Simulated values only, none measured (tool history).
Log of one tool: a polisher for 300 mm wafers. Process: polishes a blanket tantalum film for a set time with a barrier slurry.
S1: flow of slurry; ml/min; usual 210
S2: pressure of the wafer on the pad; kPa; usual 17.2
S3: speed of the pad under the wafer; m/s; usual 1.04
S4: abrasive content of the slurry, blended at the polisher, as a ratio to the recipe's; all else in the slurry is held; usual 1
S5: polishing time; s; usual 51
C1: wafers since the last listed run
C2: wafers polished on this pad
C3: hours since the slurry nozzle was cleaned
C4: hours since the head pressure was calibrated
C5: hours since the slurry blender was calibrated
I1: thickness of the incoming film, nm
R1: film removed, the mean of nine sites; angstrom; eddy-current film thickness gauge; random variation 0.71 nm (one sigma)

Run 1, day 0: usual settings but S2 20 kPa, S4 1.2; C1 0; C2 493; C3 212.8; C4 1371; C5 36.7; I1 406.9. Result: R1 1462 angstrom.
Run 2, day 1.229: usual settings but S2 20 kPa, S4 1.2; C1 237; C2 731; C3 242.3; C4 1400.5; C5 66.2; I1 412.6. Result: R1 1453 angstrom.
At day 1.438: worn pad replaced by a new one.
Run 3, day 1.875: usual settings; C1 92; C2 84; C3 257.8; C4 1416; C5 81.7; I1 413.9. Result: R1 1174 angstrom.
Run 4, day 3.204: usual settings; C1 256; C2 341; C3 289.7; C4 1447.9; C5 113.6; I1 406. Result: R1 1167 angstrom.
Run 5, day 4.271: usual settings but S4 1.2; C1 205; C2 547; C3 315.3; C4 1473.5; C5 139.2; I1 404.3. Result: R1 1216 angstrom.
At day 5.046: worn pad replaced by a new one.
Run 6, day 5.212: usual settings but S4 1.2; C1 149; C2 32; C3 337.9; C4 1496.1; C5 161.8; I1 408.6. Result: R1 1220 angstrom.
Run 7, day 5.992: usual settings; C1 150; C2 182; C3 356.6; C4 1514.8; C5 180.5; I1 408.2. Result: R1 1145 angstrom.
Run 8, day 6.933: usual settings; C1 181; C2 364; C3 379.2; C4 1537.4; C5 203.1; I1 409.3. Result: R1 1136 angstrom.
Run 9, day 7.646: usual settings; C1 137; C2 502; C3 396.3; C4 1554.5; C5 220.2; I1 408.2. Result: R1 1142 angstrom.
Run 10, day 8.242: usual settings; C1 115; C2 617; C3 410.6; C4 1568.8; C5 234.5; I1 410.9. Result: R1 1138 angstrom.
Run 11, day 9.154: usual settings; C1 176; C2 793; C3 432.5; C4 1590.7; C5 256.4; I1 409. Result: R1 1129 angstrom.
At day 9.617: worn pad replaced by a new one.
At day 9.967: head pressure recalibrated.
Run 12, day 10.092: usual settings; C1 132; C2 75; C3 455; C4 3; C5 278.9; I1 418. Result: R1 991 angstrom.
Run 13, day 10.846: usual settings; C1 145; C2 221; C3 473.1; C4 21.1; C5 297; I1 411.9. Result: R1 995 angstrom.
At day 11.758: slurry blender recalibrated.
Run 14, day 12.15: usual settings but S4 0.75, S5 67 s; C1 235; C2 456; C3 504.4; C4 52.4; C5 9.4; I1 408.4. Result: R1 1301 angstrom.
At day 13.254: worn pad replaced by a new one.
Run 15, day 13.312: usual settings; C1 192; C2 11; C3 532.3; C4 80.3; C5 37.3; I1 409.9. Result: R1 1077 angstrom.
Run 16, day 13.929: usual settings but S4 1.25; C1 119; C2 130; C3 547.1; C4 95.1; C5 52.1; I1 414. Result: R1 1137 angstrom.
Run 17, day 14.612: usual settings but S3 1.14 m/s; C1 131; C2 262; C3 563.5; C4 111.5; C5 68.5; I1 414. Result: R1 1175 angstrom.
Run 18, day 15.612: usual settings but S1 270 ml/min, S3 0.82 m/s, S4 1.15; C1 193; C2 455; C3 587.5; C4 135.5; C5 92.5; I1 411.4. Result: R1 905 angstrom.
At day 16.05: slurry nozzle cleaned.
Run 19, day 16.292: usual settings but S2 22.1 kPa, S3 1.34 m/s; C1 123; C2 578; C3 5.8; C4 151.8; C5 108.8; I1 417.2. Result: R1 1749 angstrom.
Run 20, day 17.179: usual settings; C1 171; C2 750; C3 27.1; C4 173.1; C5 130.1; I1 416.4. Result: R1 1054 angstrom.
At day 17.521: worn pad replaced by a new one.
Run 21, day 18.221: usual settings but S3 0.72 m/s; C1 168; C2 134; C3 52.1; C4 198.1; C5 155.1; I1 409.7. Result: R1 726 angstrom.
Run 22, day 19.162: usual settings but S2 13.1 kPa, S3 0.7 m/s, S4 0.9, S5 37 s; C1 181; C2 316; C3 74.7; C4 220.7; C5 177.7; I1 408.3. Result: R1 377 angstrom.
Run 23, day 19.667: usual settings but S1 260 ml/min, S2 11 kPa, S3 0.92 m/s, S4 1.2; C1 97; C2 414; C3 86.8; C4 232.8; C5 189.8; I1 414. Result: R1 651 angstrom.
Run 24, day 20.429: usual settings but S1 230 ml/min, S2 12.4 kPa, S5 62 s; C1 147; C2 561; C3 105.1; C4 251.1; C5 208.1; I1 412.2. Result: R1 922 angstrom.

Forecast each of these 4 alternatives for the next run:
Run A, day 20.446: usual settings; C1 3; C2 564; C3 105.5; C4 251.5; C5 208.5; I1 417.4. Result: R1 ?.
Run B, day 20.446: usual settings but S2 23.4 kPa, S3 0.9 m/s; C1 3; C2 564; C3 105.5; C4 251.5; C5 208.5; I1 417.4. Result: R1 ?.
Run C, day 20.446: usual settings but S1 285 ml/min, S2 15.9 kPa; C1 3; C2 564; C3 105.5; C4 251.5; C5 208.5; I1 417.4. Result: R1 ?.
Run D, day 20.446: usual settings but S1 175 ml/min, S2 19.3 kPa; C1 3; C2 564; C3 105.5; C4 251.5; C5 208.5; I1 417.4. Result: R1 ?.

run    R1
  A  1054
  B  1240
  C  1005
  D  1147
Without the tool's hidden state the same runs would have given:
run    R1
  A  1104
  B  1300
  C  1053
  D  1203
